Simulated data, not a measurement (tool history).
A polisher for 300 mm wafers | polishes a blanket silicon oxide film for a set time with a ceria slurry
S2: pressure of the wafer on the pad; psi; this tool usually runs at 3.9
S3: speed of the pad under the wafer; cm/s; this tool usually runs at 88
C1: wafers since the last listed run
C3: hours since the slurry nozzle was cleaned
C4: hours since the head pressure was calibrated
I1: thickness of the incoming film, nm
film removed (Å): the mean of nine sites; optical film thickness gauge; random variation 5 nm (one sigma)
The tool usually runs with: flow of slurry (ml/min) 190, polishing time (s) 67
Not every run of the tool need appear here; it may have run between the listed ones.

run 1 hour=0 | flow_of_slurry_(ml/min)=190 S2=3.9 S3=88 polishing_time_(s)=67 | C1=0 wafers_polished_on_this_pad=1384 C3=337.4 C4=564.1 | I1=1564.9 | film_removed_(Å)=3629
run 2 hour=48.1 | flow_of_slurry_(ml/min)=190 S2=3.9 S3=88 polishing_time_(s)=67 | C1=392 wafers_polished_on_this_pad=1776 C3=385.5 C4=612.2 | I1=1521.3 | film_removed_(Å)=3490
-- hour=91.9 worn pad replaced by a new one
run 3 hour=100.2 | flow_of_slurry_(ml/min)=190 S2=3.9 S3=88 polishing_time_(s)=67 | C1=392 wafers_polished_on_this_pad=67 C3=437.6 C4=664.3 | I1=1561.5 | film_removed_(Å)=3808
-- hour=145.4 slurry nozzle cleaned
run 4 hour=151.5 | flow_of_slurry_(ml/min)=190 S2=3.9 S3=88 polishing_time_(s)=67 | C1=410 wafers_polished_on_this_pad=478 C3=6.1 C4=715.6 | I1=1570.7 | film_removed_(Å)=3880
run 5 hour=211.3 | flow_of_slurry_(ml/min)=190 S2=3.9 S3=88 polishing_time_(s)=67 | C1=487 wafers_polished_on_this_pad=966 C3=65.9 C4=775.4 | I1=1549.8 | film_removed_(Å)=3778
run 6 hour=242.5 | flow_of_slurry_(ml/min)=190 S2=3.9 S3=88 polishing_time_(s)=67 | C1=254 wafers_polished_on_this_pad=1220 C3=97.1 C4=806.6 | I1=1551.5 | film_removed_(Å)=3738
run 7 hour=299.1 | flow_of_slurry_(ml/min)=190 S2=3.9 S3=88 polishing_time_(s)=80 | C1=461 wafers_polished_on_this_pad=1682 C3=153.7 C4=863.2 | I1=1517 | film_removed_(Å)=4229
run 8 hour=369.2 | flow_of_slurry_(ml/min)=190 S2=3.9 S3=88 polishing_time_(s)=80 | C1=571 wafers_polished_on_this_pad=2254 C3=223.8 C4=933.3 | I1=1541.3 | film_removed_(Å)=4064
-- hour=374.9 worn pad replaced by a new one
-- hour=408.6 head pressure recalibrated
run 9 hour=430.5 | flow_of_slurry_(ml/min)=190 S2=3.9 S3=88 polishing_time_(s)=80 | C1=451 wafers_polished_on_this_pad=437 C3=285.1 C4=21.9 | I1=1519.9 | film_removed_(Å)=4538
run 10 hour=593.4 | flow_of_slurry_(ml/min)=190 S2=3.9 S3=88 polishing_time_(s)=67 | C1=1329 wafers_polished_on_this_pad=1766 C3=448 C4=184.8 | I1=1566.9 | film_removed_(Å)=3555
-- hour=625.8 worn pad replaced by a new one
-- hour=637.7 slurry nozzle cleaned
run 11 hour=645.5 | flow_of_slurry_(ml/min)=190 S2=3.9 S3=88 polishing_time_(s)=67 | C1=384 wafers_polished_on_this_pad=152 C3=7.8 C4=236.9 | I1=1557.9 | film_removed_(Å)=3814
run 12 hour=701 | flow_of_slurry_(ml/min)=190 S2=3.9 S3=88 polishing_time_(s)=67 | C1=452 wafers_polished_on_this_pad=605 C3=63.3 C4=292.4 | I1=1523.9 | film_removed_(Å)=3764
run 13 hour=771.7 | flow_of_slurry_(ml/min)=190 S2=3.9 S3=88 polishing_time_(s)=67 | C1=576 wafers_polished_on_this_pad=1182 C3=134 C4=363.1 | I1=1542.5 | film_removed_(Å)=3619
run 14 hour=806.1 | flow_of_slurry_(ml/min)=135 S2=3.4 S3=68 polishing_time_(s)=52 | C1=280 wafers_polished_on_this_pad=1463 C3=168.4 C4=397.5 | I1=1533.8 | film_removed_(Å)=1836
run 15 hour=847.8 | flow_of_slurry_(ml/min)=190 S2=3.9 S3=76 polishing_time_(s)=67 | C1=340 wafers_polished_on_this_pad=1803 C3=210.1 C4=439.2 | I1=1521.2 | film_removed_(Å)=3044
run 16 hour=898.5 | flow_of_slurry_(ml/min)=190 S2=2.9 S3=80 polishing_time_(s)=67 | C1=413 wafers_polished_on_this_pad=2216 C3=260.8 C4=489.9 | I1=1553 | film_removed_(Å)=2453
-- hour=920.5 worn pad replaced by a new one
run 17 hour=926.4 | flow_of_slurry_(ml/min)=190 S2=3.9 S3=88 polishing_time_(s)=67 | C1=195 wafers_polished_on_this_pad=48 C3=288.7 C4=517.8 | I1=1536.6 | film_removed_(Å)=3869
run 18 hour=951.7 | flow_of_slurry_(ml/min)=190 S2=3.9 S3=88 polishing_time_(s)=67 | C1=206 wafers_polished_on_this_pad=254 C3=314 C4=543.1 | I1=1555.9 | film_removed_(Å)=3789
run 19 hour=1001.9 | flow_of_slurry_(ml/min)=230 S2=3.9 S3=88 polishing_time_(s)=54 | C1=409 wafers_polished_on_this_pad=664 C3=364.2 C4=593.3 | I1=1532.9 | film_removed_(Å)=3081
run 20 hour=1052.1 | flow_of_slurry_(ml/min)=190 S2=3.9 S3=102 polishing_time_(s)=45 | C1=409 wafers_polished_on_this_pad=1074 C3=414.4 C4=643.5 | I1=1513.8 | film_removed_(Å)=2931
-- hour=1085.7 slurry nozzle cleaned
run 21 hour=1095 | flow_of_slurry_(ml/min)=190 S2=3.9 S3=68 polishing_time_(s)=67 | C1=341 wafers_polished_on_this_pad=1415 C3=9.3 C4=686.4 | I1=1531.7 | film_removed_(Å)=2752
run 22 hour=1135.1 | flow_of_slurry_(ml/min)=140 S2=5 S3=60 polishing_time_(s)=89 | C1=327 wafers_polished_on_this_pad=1743 C3=49.4 C4=726.5 | I1=1570.5 | film_removed_(Å)=3619
run 23 hour=1205.4 | flow_of_slurry_(ml/min)=190 S2=3.9 S3=88 polishing_time_(s)=87 | C1=573 wafers_polished_on_this_pad=2316 C3=119.7 C4=796.8 | I1=1547.1 | film_removed_(Å)=4266
-- hour=1228.1 worn pad replaced by a new one
run 24 hour=1260.9 | flow_of_slurry_(ml/min)=190 S2=3.9 S3=88 polishing_time_(s)=67 | C1=420 wafers_polished_on_this_pad=267 C3=175.2 C4=852.3 | I1=1544.3 | film_removed_(Å)=3879
run 25 hour=1316.7 | flow_of_slurry_(ml/min)=190 S2=2.7 S3=112 polishing_time_(s)=67 | C1=455 wafers_polished_on_this_pad=723 C3=231 C4=908.1 | I1=1559 | film_removed_(Å)=3820
run 26 hour=1354 | flow_of_slurry_(ml/min)=190 S2=2.9 S3=88 polishing_time_(s)=67 | C1=304 wafers_polished_on_this_pad=1027 C3=268.3 C4=945.4 | I1=1537.7 | film_removed_(Å)=3118

What if the next run were any one of these 4? Each begins from the tool's condition after run 26:
run A hour=1354.4 | flow_of_slurry_(ml/min)=190 S2=3.9 S3=88 polishing_time_(s)=81 | C1=3 wafers_polished_on_this_pad=1030 C3=268.7 C4=945.8 | I1=1534.8 | film_removed_(Å)=?
run B hour=1354.4 | flow_of_slurry_(ml/min)=230 S2=2.9 S3=88 polishing_time_(s)=67 | C1=3 wafers_polished_on_this_pad=1030 C3=268.7 C4=945.8 | I1=1534.8 | film_removed_(Å)=?
run C hour=1354.4 | flow_of_slurry_(ml/min)=210 S2=4.5 S3=96 polishing_time_(s)=86 | C1=3 wafers_polished_on_this_pad=1030 C3=268.7 C4=945.8 | I1=1534.8 | film_removed_(Å)=?
run D hour=1354.4 | flow_of_slurry_(ml/min)=170 S2=4.6 S3=88 polishing_time_(s)=67 | C1=3 wafers_polished_on_this_pad=1030 C3=268.7 C4=945.8 | I1=1534.8 | film_removed_(Å)=?

run=A film_removed_(Å)=4507
run=B film_removed_(Å)=3163
run=C film_removed_(Å)=5848
run=D film_removed_(Å)=4105
Without the tool's hidden state the same runs would have given:
run=A film_removed_(Å)=4636
run=B film_removed_(Å)=3254
run=C film_removed_(Å)=6016
run=D film_removed_(Å)=4223

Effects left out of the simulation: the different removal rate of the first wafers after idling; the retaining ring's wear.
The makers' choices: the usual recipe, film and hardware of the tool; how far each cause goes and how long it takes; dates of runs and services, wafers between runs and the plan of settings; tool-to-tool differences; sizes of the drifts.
